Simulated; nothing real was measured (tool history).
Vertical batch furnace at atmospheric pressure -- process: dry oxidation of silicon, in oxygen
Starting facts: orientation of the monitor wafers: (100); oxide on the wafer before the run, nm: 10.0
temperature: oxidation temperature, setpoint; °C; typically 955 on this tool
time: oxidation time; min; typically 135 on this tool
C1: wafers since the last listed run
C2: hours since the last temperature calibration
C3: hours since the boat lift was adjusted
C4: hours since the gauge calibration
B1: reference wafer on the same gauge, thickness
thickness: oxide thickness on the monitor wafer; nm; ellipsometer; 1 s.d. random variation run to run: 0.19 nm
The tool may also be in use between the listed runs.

Run 1, hour 0: usual settings; C1 0; C2 2042.1; C3 5737.2; C4 427.5; B1 67.9. Result: thickness 67.13 nm.
Run 2, hour 19.2: usual settings; C1 191; C2 2061.3; C3 5756.4; C4 446.7; B1 67.88. Result: thickness 66.95 nm.
Run 3, hour 110.2: usual settings; C1 909; C2 2152.3; C3 5847.4; C4 537.7; B1 67.88. Result: thickness 66.64 nm.
Run 4, hour 133.3: usual settings; C1 230; C2 2175.4; C3 5870.5; C4 560.8; B1 67.94. Result: thickness 67.27 nm.
Run 5, hour 167: usual settings; C1 336; C2 2209.1; C3 5904.2; C4 594.5; B1 67.89. Result: thickness 67.07 nm.
Run 6, hour 187.3: usual settings; C1 202; C2 2229.4; C3 5924.5; C4 614.8; B1 67.89. Result: thickness 67.68 nm.
Run 7, hour 206.9: usual settings; C1 195; C2 2249; C3 5944.1; C4 634.4; B1 67.9. Result: thickness 66.97 nm.
Run 8, hour 230.4: usual settings; C1 234; C2 2272.5; C3 5967.6; C4 657.9; B1 67.9. Result: thickness 67.13 nm.
Run 9, hour 259.8: usual settings but temperature 945 °C, time 163.5 min; C1 293; C2 2301.9; C3 5997; C4 687.3; B1 67.9. Result: thickness 70.07 nm.
Run 10, hour 293: usual settings but temperature 973 °C, time 158 min; C1 331; C2 2335.1; C3 6030.2; C4 720.5; B1 67.91. Result: thickness 85.74 nm.
Run 11, hour 306.1: usual settings but temperature 973 °C, time 158 min; C1 130; C2 2348.2; C3 6043.3; C4 733.6; B1 67.9. Result: thickness 85.4 nm.
Run 12, hour 342.1: usual settings; C1 359; C2 2384.2; C3 6079.3; C4 769.6; B1 67.91. Result: thickness 67.44 nm.
At hour 387.3: boat lift adjusted.
Run 13, hour 387.8: usual settings; C1 216; C2 2429.9; C3 0.5; C4 815.3; B1 67.89. Result: thickness 67.79 nm.
At hour 394.3: gauge calibrated.
Run 14, hour 399.3: usual settings but temperature 972 °C; C1 114; C2 2441.4; C3 12; C4 5; B1 67.86. Result: thickness 76.21 nm.
Run 15, hour 434.6: usual settings; C1 352; C2 2476.7; C3 47.3; C4 40.3; B1 67.91. Result: thickness 67.69 nm.
Run 16, hour 465.8: usual settings but temperature 973 °C, time 158 min; C1 311; C2 2507.9; C3 78.5; C4 71.5; B1 67.9. Result: thickness 85.49 nm.
Run 17, hour 491: usual settings; C1 251; C2 2533.1; C3 103.7; C4 96.7; B1 67.87. Result: thickness 67.96 nm.
Run 18, hour 553.6: usual settings but temperature 971 °C, time 99 min; C1 625; C2 2595.7; C3 166.3; C4 159.3; B1 67.92. Result: thickness 61.91 nm.
At hour 589.3: thermocouples replaced and temperature profile calibrated.
Run 19, hour 589.8: usual settings but temperature 946 °C, time 188 min; C1 121; C2 0.5; C3 202.5; C4 195.5; B1 67.9. Result: thickness 74.98 nm.
Run 20, hour 606.3: usual settings but temperature 964 °C, time 168.5 min; C1 164; C2 17; C3 219; C4 212; B1 67.95. Result: thickness 80.85 nm.
Run 21, hour 636.6: usual settings but time 160.5 min; C1 302; C2 47.3; C3 249.3; C4 242.3; B1 67.95. Result: thickness 73.16 nm.
Run 22, hour 650: usual settings but time 93.5 min; C1 133; C2 60.7; C3 262.7; C4 255.7; B1 67.89. Result: thickness 51 nm.
Run 23, hour 665.5: usual settings but temperature 966 °C, time 94.5 min; C1 154; C2 76.2; C3 278.2; C4 271.2; B1 67.89. Result: thickness 55.83 nm.
Run 24, hour 687.2: usual settings but temperature 932 °C, time 79 min; C1 216; C2 97.9; C3 299.9; C4 292.9; B1 67.86. Result: thickness 37.46 nm.
Run 25, hour 719: usual settings but temperature 936 °C, time 117.5 min; C1 317; C2 129.7; C3 331.7; C4 324.7; B1 67.89. Result: thickness 49.78 nm.
Run 26, hour 736.4: usual settings but temperature 973 °C, time 158 min; C1 173; C2 147.1; C3 349.1; C4 342.1; B1 67.94. Result: thickness 82.56 nm.
Run 27, hour 764.6: usual settings but temperature 970 °C, time 170.5 min; C1 281; C2 175.3; C3 377.3; C4 370.3; B1 67.88. Result: thickness 85.24 nm.
Run 28, hour 792.6: usual settings but temperature 977 °C, time 89.5 min; C1 279; C2 203.3; C3 405.3; C4 398.3; B1 67.84. Result: thickness 57.65 nm.
Run 29, hour 821.5: usual settings but time 84 min; C1 288; C2 232.2; C3 434.2; C4 427.2; B1 67.92. Result: thickness 47.72 nm.
Run 30, hour 843.3: usual settings but temperature 967 °C, time 83 min; C1 217; C2 254; C3 456; C4 449; B1 67.9. Result: thickness 51.46 nm.

Entry by entry between the runs, the difference in hidden state between the last listed run before and the first listed run after:
From run 12 to run 13: boat lift adjusted (hour 387.3)
  true tube temperature minus thermocouple reading, K: 5.41 -> 5.6
  difference, measured minus the result without the unlogged condition, thickness: +2.92 -> +3.03 nm
From run 13 to run 14: gauge calibrated (hour 394.3)
  true tube temperature minus thermocouple reading, K: 5.6 -> 5.65
  difference, measured minus the result without the unlogged condition, thickness: +3.03 -> +2.97 nm
From run 18 to run 19: thermocouples replaced and temperature profile calibrated (hour 589.3)
  true tube temperature minus thermocouple reading, K: 6.35 -> 0.339
  difference, measured minus the result without the unlogged condition, thickness: +2.64 -> +0.24 nm

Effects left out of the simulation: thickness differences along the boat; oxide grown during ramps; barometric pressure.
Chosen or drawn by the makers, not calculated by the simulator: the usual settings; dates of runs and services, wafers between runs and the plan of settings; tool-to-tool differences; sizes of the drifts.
